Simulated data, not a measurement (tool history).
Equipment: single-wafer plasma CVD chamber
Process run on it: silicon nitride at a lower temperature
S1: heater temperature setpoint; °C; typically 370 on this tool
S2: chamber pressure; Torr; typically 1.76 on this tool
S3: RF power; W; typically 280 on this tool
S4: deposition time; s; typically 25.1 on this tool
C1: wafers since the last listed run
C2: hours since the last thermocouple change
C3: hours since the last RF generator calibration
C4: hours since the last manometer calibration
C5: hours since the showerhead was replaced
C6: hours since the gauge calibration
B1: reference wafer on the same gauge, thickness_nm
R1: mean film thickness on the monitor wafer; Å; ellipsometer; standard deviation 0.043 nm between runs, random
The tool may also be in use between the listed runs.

| run | hour | S1 | S2 | S3 | S4 | C1 | C2 | C3 | C4 | C5 | C6 | B1 | R1 |
|---|---|---|---|---|---|---|---|---|---|---|---|---|---|
| 1 | 0 | 370 | 1.76 | 280 | 25.1 | 0 | 871.2 | 2114.2 | 1664.4 | 4509.4 | 59 | 30.691 | 263.72 |
| 2 | 15.3 | 370 | 1.76 | 280 | 25.1 | 461 | 886.5 | 2129.5 | 1679.7 | 4524.7 | 74.3 | 30.698 | 264.59 |
| 3 | 26.7 | 370 | 1.76 | 280 | 25.1 | 343 | 897.9 | 2140.9 | 1691.1 | 4536.1 | 85.7 | 30.693 | 263.86 |
| 4 | 37.6 | 370 | 1.76 | 280 | 26.5 | 328 | 908.8 | 2151.8 | 1702 | 4547 | 96.6 | 30.719 | 278.69 |
|  | 49 | gauge calibrated |
| 5 | 53.6 | 370 | 1.76 | 280 | 25.1 | 482 | 924.8 | 2167.8 | 1718 | 4563 | 4.6 | 30.7 | 263.43 |
|  | 69.7 | showerhead replaced, of another model than before |
| 6 | 70.4 | 370 | 1.76 | 280 | 25.1 | 265 | 941.6 | 2184.6 | 1734.8 | 0.7 | 21.4 | 30.703 | 273.01 |
|  | 81.4 | RF generator calibrated |
| 7 | 86.5 | 370 | 1.54 | 280 | 25.1 | 244 | 957.7 | 5.1 | 1750.9 | 16.8 | 37.5 | 30.707 | 281.36 |
|  | 99.2 | thermocouple changed; heater temperature recalibrated |
| 8 | 99.7 | 370 | 1.76 | 230 | 25.1 | 156 | 0.5 | 18.3 | 1764.1 | 30 | 50.7 | 30.697 | 259.32 |
| 9 | 100.5 | 364 | 1.76 | 280 | 25.1 | 24 | 1.3 | 19.1 | 1764.9 | 30.8 | 51.5 | 30.707 | 288.96 |
|  | 109.4 | capacitance manometer re-zeroed and calibrated |
| 10 | 109.9 | 370 | 1.76 | 280 | 25.1 | 42 | 10.7 | 28.5 | 0.5 | 40.2 | 60.9 | 30.706 | 287.79 |
| 11 | 116.1 | 359 | 1.76 | 280 | 25.1 | 186 | 16.9 | 34.7 | 6.7 | 46.4 | 67.1 | 30.705 | 288.43 |

Predict the results of run 12:
| 12 | 122.5 | 370 | 1.76 | 280 | 25.1 | 192 | 23.3 | 41.1 | 13.1 | 52.8 | 73.5 | ? | ? |

Run 12 gave B1 30.705, R1 286.71 Å.
The same run, on a tool lacking any hidden state, would have yielded R1 287.77 Å.

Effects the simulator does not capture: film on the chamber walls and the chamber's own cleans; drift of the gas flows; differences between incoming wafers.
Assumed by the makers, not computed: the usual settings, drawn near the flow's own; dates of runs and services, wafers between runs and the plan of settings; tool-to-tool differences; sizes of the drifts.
